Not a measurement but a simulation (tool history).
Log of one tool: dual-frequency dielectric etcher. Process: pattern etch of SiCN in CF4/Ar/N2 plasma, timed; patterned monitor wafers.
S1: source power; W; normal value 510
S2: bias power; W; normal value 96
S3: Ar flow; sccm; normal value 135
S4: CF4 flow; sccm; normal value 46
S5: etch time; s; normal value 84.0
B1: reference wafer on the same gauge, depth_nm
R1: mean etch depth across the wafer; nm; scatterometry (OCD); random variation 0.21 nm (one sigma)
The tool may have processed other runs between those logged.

run 1 hour=0.0 | S1=510 S2=96 S3=135 S4=46 S5=84.0 | B1=86.3 | R1=79.6
run 2 hour=13.7 | S1=510 S2=96 S3=135 S4=46 S5=84.0 | B1=86.2 | R1=79.3
run 3 hour=45.7 | S1=510 S2=96 S3=135 S4=46 S5=84.0 | B1=86.2 | R1=79.4
run 4 hour=63.0 | S1=510 S2=96 S3=135 S4=46 S5=84.0 | B1=86.2 | R1=79.2
run 5 hour=85.1 | S1=510 S2=96 S3=135 S4=46 S5=84.0 | B1=86.1 | R1=79.1
run 6 hour=115.5 | S1=560 S2=96 S3=135 S4=46 S5=84.0 | B1=86.1 | R1=87.4
run 7 hour=138.9 | S1=560 S2=96 S3=135 S4=46 S5=84.0 | B1=86.2 | R1=87.0
-- hour=143.7 gauge calibrated
run 8 hour=166.8 | S1=560 S2=96 S3=135 S4=46 S5=84.0 | B1=86.2 | R1=87.0
-- hour=173.7 CF4 flow controller replaced
run 9 hour=200.4 | S1=510 S2=96 S3=135 S4=46 S5=84.0 | B1=86.2 | R1=79.1
run 10 hour=228.7 | S1=510 S2=96 S3=135 S4=46 S5=76.5 | B1=86.2 | R1=72.2
run 11 hour=242.8 | S1=510 S2=96 S3=105 S4=46 S5=100.5 | B1=86.2 | R1=96.9
run 12 hour=271.1 | S1=510 S2=96 S3=135 S4=46 S5=77.5 | B1=86.2 | R1=73.0
-- hour=286.6 Ar flow controller replaced
run 13 hour=295.9 | S1=510 S2=119 S3=119 S4=46 S5=84.0 | B1=86.2 | R1=85.0
-- hour=340.0 wet clean of the chamber
-- hour=351.1 source power generator calibrated
-- hour=354.0 upper electrode replaced
run 14 hour=354.5 | S1=380 S2=104 S3=135 S4=39 S5=84.0 | B1=86.2 | R1=57.8
run 15 hour=354.8 | S1=510 S2=96 S3=135 S4=46 S5=84.0 | B1=86.1 | R1=79.1
-- hour=362.3 bias power generator calibrated
run 16 hour=362.8 | S1=510 S2=96 S3=135 S4=46 S5=76.5 | B1=86.3 | R1=71.8
run 17 hour=387.1 | S1=510 S2=96 S3=135 S4=46 S5=77.5 | B1=86.2 | R1=73.2
run 18 hour=417.9 | S1=430 S2=87 S3=135 S4=50 S5=84.0 | B1=86.2 | R1=66.0
run 19 hour=438.4 | S1=510 S2=89 S3=167 S4=51 S5=68.0 | B1=86.2 | R1=63.2
run 20 hour=460.6 | S1=510 S2=96 S3=135 S4=46 S5=84.0 | B1=86.2 | R1=79.3

List, for all runs, the conditions of the tool that the log does not record:
etch rate over this chamber's usual, %: 0 at every run
source power that arrives over what is set, %: 0 at every run
bias power that arrives over what is set, %: 0 at every run
Ar flow that arrives over what is set, %: 0 at every run
CF4 flow that arrives over what is set, %: 0 at every run
gauge reads high (%): 0 at every run

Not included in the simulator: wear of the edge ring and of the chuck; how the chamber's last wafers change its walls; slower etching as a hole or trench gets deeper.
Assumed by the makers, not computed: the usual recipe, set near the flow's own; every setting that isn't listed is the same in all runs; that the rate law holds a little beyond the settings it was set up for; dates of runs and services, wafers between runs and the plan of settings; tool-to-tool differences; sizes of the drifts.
